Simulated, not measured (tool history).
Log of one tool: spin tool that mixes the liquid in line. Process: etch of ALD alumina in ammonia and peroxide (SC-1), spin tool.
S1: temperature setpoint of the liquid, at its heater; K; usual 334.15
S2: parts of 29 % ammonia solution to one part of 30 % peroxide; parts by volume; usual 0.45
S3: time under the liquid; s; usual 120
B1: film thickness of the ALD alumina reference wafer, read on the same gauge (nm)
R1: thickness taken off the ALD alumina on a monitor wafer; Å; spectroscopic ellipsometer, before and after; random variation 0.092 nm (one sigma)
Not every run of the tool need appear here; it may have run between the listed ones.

run 1 hour=0 | S1=334.15 S2=0.45 S3=90 | B1=109.98 | R1=74
run 2 hour=52.9 | S1=334.15 S2=0.45 S3=90 | B1=109.95 | R1=74
-- hour=65.3 new drum of ammonia solution connected
run 3 hour=260.2 | S1=334.15 S2=0.45 S3=120 | B1=110 | R1=98.9
run 4 hour=364.4 | S1=334.15 S2=0.45 S3=120 | B1=110.05 | R1=96.3
run 5 hour=417.9 | S1=334.15 S2=0.45 S3=120 | B1=110 | R1=97
-- hour=445.4 ammonia flow meter replaced
run 6 hour=513.9 | S1=326.65 S2=0.45 S3=120 | B1=110 | R1=63.4
-- hour=529.4 thermometer replaced
run 7 hour=571.5 | S1=326.65 S2=0.45 S3=120 | B1=110.03 | R1=63.6
run 8 hour=664.9 | S1=326.65 S2=0.45 S3=120 | B1=109.98 | R1=64.5
-- hour=709.8 heated supply line repaired
run 9 hour=737.5 | S1=334.15 S2=0.45 S3=180 | B1=109.98 | R1=158.4
-- hour=744.4 gauge calibrated
run 10 hour=774.9 | S1=329.65 S2=0.55 S3=120 | B1=110.06 | R1=86.5
run 11 hour=818.9 | S1=327.15 S2=0.5 S3=180 | B1=109.99 | R1=112.1
run 12 hour=921.5 | S1=326.65 S2=0.45 S3=120 | B1=110.01 | R1=71.1
-- hour=1089.6 new drum of ammonia solution connected
-- hour=1096.6 ammonia flow meter replaced
run 13 hour=1146.9 | S1=327.15 S2=0.5 S3=180 | B1=109.99 | R1=108.7
run 14 hour=1226.3 | S1=328.65 S2=0.45 S3=120 | B1=109.95 | R1=77.6
run 15 hour=1289.5 | S1=334.15 S2=0.45 S3=120 | B1=109.99 | R1=104.7
run 16 hour=1385.2 | S1=334.15 S2=0.45 S3=120 | B1=109.99 | R1=104.9
run 17 hour=1427.2 | S1=334.15 S2=0.45 S3=120 | B1=109.96 | R1=102.5

Run 18 is up next; what results do you expect?
run 18 hour=1487.1 | S1=334.15 S2=0.45 S3=95 | B1=? | R1=?

B1: 109.98
R1: 81.9 Å
Minus the tool's unlogged condition, the same run would have read R1 85.4 Å.
